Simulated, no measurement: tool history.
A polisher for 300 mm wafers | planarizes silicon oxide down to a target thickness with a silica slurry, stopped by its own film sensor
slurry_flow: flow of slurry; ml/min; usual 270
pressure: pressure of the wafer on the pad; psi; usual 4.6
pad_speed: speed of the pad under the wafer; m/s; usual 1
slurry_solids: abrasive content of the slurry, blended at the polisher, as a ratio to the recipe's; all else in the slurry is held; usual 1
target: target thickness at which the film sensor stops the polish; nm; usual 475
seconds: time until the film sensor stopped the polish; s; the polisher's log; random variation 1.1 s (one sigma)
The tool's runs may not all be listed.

run   hour  slurry_flow  pressure  pad_speed  slurry_solids  target  incoming thickness of the incoming film, nm  seconds
  1      0          270       4.6       0.74              1     475                                        837.7    132.4
  2   40.5          270       4.6       0.74              1     475                                        838.7      131
  3   69.9          270       4.6       0.74              1     475                                          847    131.5
  4   85.6          270       4.6          1            1.1     475                                        853.8    112.7
  5  104.8          270       5.4          1              1     475                                        848.4     99.3
  6  128.9          270       5.4          1              1     475                                        839.4     99.9
  7  155.2          270       4.6          1              1     475                                        845.7    117.9
  8  168.1          270       4.6          1              1     475                                        846.2    118.5
  9  187.6          205       3.5       0.66            1.1     475                                        858.6      182
 10    205          270       4.6          1              1     475                                        845.7    117.2
 11  220.8          270       4.6          1              1     475                                        836.5    115.2
 12  236.5          270       4.6          1              1     475                                          847      120
 13    260          345       4.6          1           1.15     475                                        843.8    101.5
 14  284.7          210       3.2        1.3              1     475                                        855.7    149.5
 15  310.2          185       3.8       0.66              1     345                                          854    231.6
 16  328.7          270         6          1           0.75     517                                        846.5    103.8

Not shown: 7 entries that the log had between the listed runs. Between which runs, and how does the tool's hidden state differ before and after?
Between runs 3 and 4: worn pad replaced by a new one (hour 81.4)
  slurry flow missing at the pad, %: 21.4 -> 23.3
  measured less the result without the state, seconds: +2.2 -> +2.1 s
Between runs 6 and 7: slurry blender recalibrated (hour 153.8)
  slurry flow missing at the pad, %: 28.5 -> 31.7
  measured less the result without the state, seconds: +2.4 -> +3.1 s
Between runs 7 and 8: conditioning disc replaced and pad reconditioned (hour 167.6)
  slurry flow missing at the pad, %: 31.7 -> 33.3
  measured less the result without the state, seconds: +3.1 -> +3.4 s
Between runs 11 and 12: head pressure recalibrated (hour 235)
  slurry flow missing at the pad, %: 39.6 -> 41.5
  measured less the result without the state, seconds: +4.1 -> +4.6 s
Between runs 12 and 13: slurry nozzle cleaned (hour 255.1); worn pad replaced by a new one (hour 259.5)
  slurry flow missing at the pad, %: 41.5 -> 7.77
  measured less the result without the state, seconds: +4.6 -> +0.5 s
Between runs 15 and 16: slurry blender recalibrated (hour 323.6)
  slurry flow missing at the pad, %: 13.8 -> 16.1
  measured less the result without the state, seconds: +3 -> +1.3 s

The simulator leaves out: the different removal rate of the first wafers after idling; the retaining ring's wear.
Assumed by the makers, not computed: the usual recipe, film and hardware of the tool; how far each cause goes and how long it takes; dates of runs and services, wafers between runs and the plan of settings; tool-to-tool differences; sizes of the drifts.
